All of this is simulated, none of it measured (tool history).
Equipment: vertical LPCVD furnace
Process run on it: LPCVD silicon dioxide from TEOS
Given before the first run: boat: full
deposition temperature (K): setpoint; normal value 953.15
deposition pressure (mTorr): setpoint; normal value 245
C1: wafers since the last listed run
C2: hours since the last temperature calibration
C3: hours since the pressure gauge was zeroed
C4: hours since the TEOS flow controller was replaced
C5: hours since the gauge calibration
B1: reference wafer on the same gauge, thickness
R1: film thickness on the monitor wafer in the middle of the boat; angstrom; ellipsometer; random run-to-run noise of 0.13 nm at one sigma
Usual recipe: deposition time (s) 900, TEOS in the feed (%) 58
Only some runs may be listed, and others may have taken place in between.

Run 1, day 0.000: usual settings but deposition time (s) 690; C1 0; C2 2807.8; C3 1418.7; C4 2314.4; C5 61.6; B1 61.26. Result: R1 445.9 angstrom.
Run 2, day 0.546: usual settings; C1 154; C2 2820.9; C3 1431.8; C4 2327.5; C5 74.7; B1 61.19. Result: R1 580.0 angstrom.
Run 3, day 1.208: usual settings; C1 187; C2 2836.8; C3 1447.7; C4 2343.4; C5 90.6; B1 61.21. Result: R1 578.5 angstrom.
Run 4, day 1.767: usual settings; C1 158; C2 2850.2; C3 1461.1; C4 2356.8; C5 104.0; B1 61.25. Result: R1 576.8 angstrom.
Run 5, day 2.162: usual settings but deposition pressure (mTorr) 215; C1 112; C2 2859.7; C3 1470.6; C4 2366.3; C5 113.5; B1 61.16. Result: R1 541.7 angstrom.
Run 6, day 2.833: usual settings but deposition pressure (mTorr) 215; C1 190; C2 2875.8; C3 1486.7; C4 2382.4; C5 129.6; B1 61.18. Result: R1 546.1 angstrom.
At day 5.983: thermocouples replaced and temperature profile calibrated.
At day 6.533: TEOS flow controller replaced.
Run 7, day 6.554: usual settings; C1 616; C2 13.7; C3 1576.0; C4 0.5; C5 218.9; B1 61.24. Result: R1 527.3 angstrom.
Run 8, day 6.692: usual settings; C1 38; C2 17.0; C3 1579.3; C4 3.8; C5 222.2; B1 61.17. Result: R1 530.6 angstrom.
Run 9, day 6.833: usual settings but deposition temperature (K) 948.15; C1 37; C2 20.4; C3 1582.7; C4 7.2; C5 225.6; B1 61.22. Result: R1 467.1 angstrom.
At day 7.825: pressure gauge zeroed.
Run 10, day 7.846: usual settings but deposition temperature (K) 948.15; C1 5; C2 44.7; C3 0.5; C4 31.5; C5 249.9; B1 61.24. Result: R1 468.4 angstrom.
Run 11, day 7.988: usual settings but deposition temperature (K) 948.15; C1 40; C2 48.1; C3 3.9; C4 34.9; C5 253.3; B1 61.16. Result: R1 469.4 angstrom.
Run 12, day 8.317: usual settings but deposition temperature (K) 956.15, deposition time (s) 1050; C1 93; C2 56.0; C3 11.8; C4 42.8; C5 261.2; B1 61.18. Result: R1 663.8 angstrom.
Run 13, day 8.712: usual settings but deposition pressure (mTorr) 265, TEOS in the feed (%) 63; C1 112; C2 65.5; C3 21.3; C4 52.3; C5 270.7; B1 61.15. Result: R1 571.5 angstrom.
At day 8.950: gauge calibrated.
Run 14, day 9.079: usual settings; C1 103; C2 74.3; C3 30.1; C4 61.1; C5 3.1; B1 61.15. Result: R1 529.6 angstrom.
Run 15, day 9.450: usual settings; C1 105; C2 83.2; C3 39.0; C4 70.0; C5 12.0; B1 61.18. Result: R1 533.2 angstrom.

Predict the results of run 16:
Run 16, day 10.050: usual settings but deposition temperature (K) 946.15, TEOS in the feed (%) 49; C1 170; C2 97.6; C3 53.4; C4 84.4; C5 26.4; B1 ?. Result: R1 ?.

{"run 16": {"B1": 61.25, "R1": 412.2}}
Take away the tool's hidden state, keep the run-to-run variation as it was, and the same run would have given R1 405.4 angstrom.

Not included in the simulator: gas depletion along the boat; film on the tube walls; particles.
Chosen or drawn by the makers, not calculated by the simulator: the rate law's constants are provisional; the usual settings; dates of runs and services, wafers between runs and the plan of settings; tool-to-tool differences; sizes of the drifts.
